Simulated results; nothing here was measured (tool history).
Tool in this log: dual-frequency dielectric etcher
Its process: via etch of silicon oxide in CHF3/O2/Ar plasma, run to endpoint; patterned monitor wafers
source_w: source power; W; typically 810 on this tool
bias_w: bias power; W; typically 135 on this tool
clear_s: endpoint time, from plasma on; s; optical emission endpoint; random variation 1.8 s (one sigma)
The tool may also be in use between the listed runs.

run   hour  source_w  bias_w  wafers since the last listed run  hours since the last wet clean  hours since the last source power generator calibration  hours since the last bias power generator calibration  hours since the last upper electrode change  incoming incoming film thickness, nm  clear_s
  1      0       810     135                                 0                              38                                                   4252.3                                                 2832.2                                         3528                                 796.8    389.3
  2     25       810     135                               137                              63                                                   4277.3                                                 2857.2                                         3553                                 798.1    390.8
  3   49.3       810     157                               134                            87.3                                                   4301.6                                                 2881.5                                       3577.3                                 792.7    361.5
  4   69.1       810     157                               109                           107.1                                                   4321.4                                                 2901.3                                       3597.1                                 801.7    366.7
  5   93.6       700     135                               135                           131.6                                                   4345.9                                                 2925.8                                       3621.6                                 792.9    418.1
  6  109.6       700     135                                88                           147.6                                                   4361.9                                                 2941.8                                       3637.6                                 798.6    417.6
  7  129.1       810     135                               107                           167.1                                                   4381.4                                                 2961.3                                       3657.1                                 799.4    395.3
  8  141.7       810     135                                69                           179.7                                                     4394                                                 2973.9                                       3669.7                                 800.9    396.8
  9  176.6       660     135                               192                           214.6                                                   4428.9                                                 3008.8                                       3704.6                                 803.4    440.1
 10    192       660     135                                84                             230                                                   4444.3                                                 3024.2                                         3720                                 800.5    433.6
 11    219       660     135                               149                             257                                                   4471.3                                                 3051.2                                         3747                                 798.1    435.5
 12  232.4       810     135                                73                           270.4                                                   4484.7                                                 3064.6                                       3760.4                                   803    402.8
 13  261.6       810     135                               161                           299.6                                                   4513.9                                                 3093.8                                       3789.6                                 795.2    397.2
 14  280.1       930     127                               102                           318.1                                                   4532.4                                                 3112.3                                       3808.1                                 799.3    388.5
     291.6  -- source power generator calibrated
 15  303.7       930     127                               108                           341.7                                                     12.1                                                 3135.9                                       3831.7                                 802.7    388.7
 16  330.9       860     135                               150                           368.9                                                     39.3                                                 3163.1                                       3858.9                                 804.4    394.1
     358.3  -- bias power generator calibrated
 17  358.8       860     135                               131                           396.8                                                     67.2                                                    0.5                                       3886.8                                 797.7      394
 18  377.8       720     154                               104                           415.8                                                     86.2                                                   19.5                                       3905.8                                   803    402.7
 19  407.7       990     162                               165                           445.7                                                    116.1                                                   49.4                                       3935.7                                 796.8    342.5
 20  423.5       810     135                                87                           461.5                                                    131.9                                                   65.2                                       3951.5                                 794.6    408.8
 21  436.9       940     147                                73                           474.9                                                    145.3                                                   78.6                                       3964.9                                 806.6    371.9
     481.1  -- wet clean of the chamber
 22  481.6       660     146                               114                             0.5                                                      190                                                  123.3                                       4009.6                                 795.9    406.1
 23  493.3       980     144                                64                            12.2                                                    201.7                                                    135                                       4021.3                                   801    348.2
     535.2  -- upper electrode replaced
 24  535.7       650     158                               101                            54.6                                                    244.1                                                  177.4                                          0.5                                 802.9      400
 25  548.9       700     120                                72                            67.8                                                    257.3                                                  190.6                                         13.7                                 791.6    438.5
 26  573.5       660     163                               135                            92.4                                                    281.9                                                  215.2                                         38.3                                 797.9    391.9
 27  593.2      1010     165                               108                           112.1                                                    301.6                                                  234.9                                           58                                   811    332.1
 28  608.6       970     160                                84                           127.5                                                      317                                                  250.3                                         73.4                                 797.9    337.7
 29  646.2       660     135                               207                           165.1                                                    354.6                                                  287.9                                          111                                 801.2    430.9
 30  669.6       810     135                               129                           188.5                                                      378                                                  311.3                                        134.4                                   798    396.2
 31  702.8       920     135                               183                           221.7                                                    411.2                                                  344.5                                        167.6                                 793.1    370.1
 32  724.5      1000     135                               119                           243.4                                                    432.9                                                  366.2                                        189.3                                 803.5    364.4
 33  760.4       980     144                               198                           279.3                                                    468.8                                                  402.1                                        225.2                                 800.6    356.1
 34  776.9      1010     163                                91                           295.8                                                    485.3                                                  418.6                                        241.7                                 798.8    333.9

Alternative continuations, all from the tool just after run 34; predict every row:
  A  777.4       810     125                                 2                           296.3                                                    485.8                                                  419.1                                        242.2                                 789.6        ?
  B  777.4       810     144                                 2                           296.3                                                    485.8                                                  419.1                                        242.2                                 789.6        ?
  C  777.4       920     110                                 2                           296.3                                                    485.8                                                  419.1                                        242.2                                 789.6        ?

run  clear_s
  A    409.5
  B    384.7
  C    409.6
Had the tool no hidden state, the same runs would have come out as:
run  clear_s
  A    396.9
  B    372.9
  C      397
